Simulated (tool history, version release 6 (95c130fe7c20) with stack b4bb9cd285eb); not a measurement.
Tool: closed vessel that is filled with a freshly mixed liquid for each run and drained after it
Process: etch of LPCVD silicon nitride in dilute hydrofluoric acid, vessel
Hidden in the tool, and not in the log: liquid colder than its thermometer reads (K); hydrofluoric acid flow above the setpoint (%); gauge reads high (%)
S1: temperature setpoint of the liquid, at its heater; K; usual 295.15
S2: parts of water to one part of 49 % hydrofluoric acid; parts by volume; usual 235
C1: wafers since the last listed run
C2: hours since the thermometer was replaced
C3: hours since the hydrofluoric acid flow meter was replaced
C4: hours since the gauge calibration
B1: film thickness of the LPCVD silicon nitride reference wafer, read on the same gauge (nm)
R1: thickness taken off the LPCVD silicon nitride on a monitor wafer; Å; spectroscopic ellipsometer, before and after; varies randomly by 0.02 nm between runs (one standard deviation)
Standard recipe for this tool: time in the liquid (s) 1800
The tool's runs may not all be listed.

Run 1, day 0: usual settings; C1 0; C2 805.8; C3 563.2; C4 3444.9; B1 139.994. Result: R1 36.16 Å.
Run 2, day 2.504: usual settings; C1 2396; C2 865.9; C3 623.3; C4 3505; B1 140.024. Result: R1 36.15 Å.
Run 3, day 9.004: usual settings; C1 6221; C2 1021.9; C3 779.3; C4 3661; B1 139.974. Result: R1 36.58 Å.
Run 4, day 10.842: usual settings; C1 1758; C2 1066; C3 823.4; C4 3705.1; B1 140.016. Result: R1 36.54 Å.
Run 5, day 13.425: usual settings; C1 2472; C2 1128; C3 885.4; C4 3767.1; B1 139.994. Result: R1 36.81 Å.
Run 6, day 17.538: usual settings; C1 3936; C2 1226.7; C3 984.1; C4 3865.8; B1 139.98. Result: R1 37.29 Å.
Run 7, day 20.967: usual settings; C1 3282; C2 1309; C3 1066.4; C4 3948.1; B1 140.013. Result: R1 37.44 Å.
At day 21.808: hydrofluoric acid flow meter replaced.
Run 8, day 22.792: usual settings; C1 1706; C2 1352.8; C3 23.6; C4 3991.9; B1 140.023. Result: R1 35.32 Å.
Run 9, day 26.854: usual settings; C1 3888; C2 1450.3; C3 121.1; C4 4089.4; B1 139.998. Result: R1 34.78 Å.
Run 10, day 29.325: usual settings; C1 2364; C2 1509.6; C3 180.4; C4 4148.7; B1 139.971. Result: R1 35.62 Å.
Run 11, day 32.692: usual settings; C1 3222; C2 1590.4; C3 261.2; C4 4229.5; B1 139.986. Result: R1 35.56 Å.
At day 33.796: gauge calibrated.
Run 12, day 34.562: usual settings but S1 298.65 K, S2 180 parts by volume, time in the liquid (s) 2110; C1 1790; C2 1635.3; C3 306.1; C4 18.4; B1 140.005. Result: R1 68.02 Å.
Run 13, day 37.254: usual settings but S1 298.15 K, S2 340 parts by volume, time in the liquid (s) 2325; C1 2576; C2 1699.9; C3 370.7; C4 83; B1 139.981. Result: R1 38.97 Å.
Run 14, day 39.017: usual settings but S1 299.15 K; C1 1686; C2 1742.2; C3 413; C4 125.3; B1 140.013. Result: R1 46.36 Å.
Run 15, day 41.667: usual settings but time in the liquid (s) 995; C1 2536; C2 1805.8; C3 476.6; C4 188.9; B1 139.985. Result: R1 19.91 Å.
Run 16, day 45.908: usual settings but S1 293.15 K, S2 350 parts by volume, time in the liquid (s) 2270; C1 4059; C2 1907.6; C3 578.4; C4 290.7; B1 140.026. Result: R1 27.5 Å.

Run 17 comes next. What will it give?
Run 17, day 48.229: usual settings; C1 2221; C2 1963.3; C3 634.1; C4 346.4; B1 ?. Result: R1 ?.

B1: 139.973
R1: 36.49 Å
Without the tool's hidden state the same run would have given R1 34.43 Å.
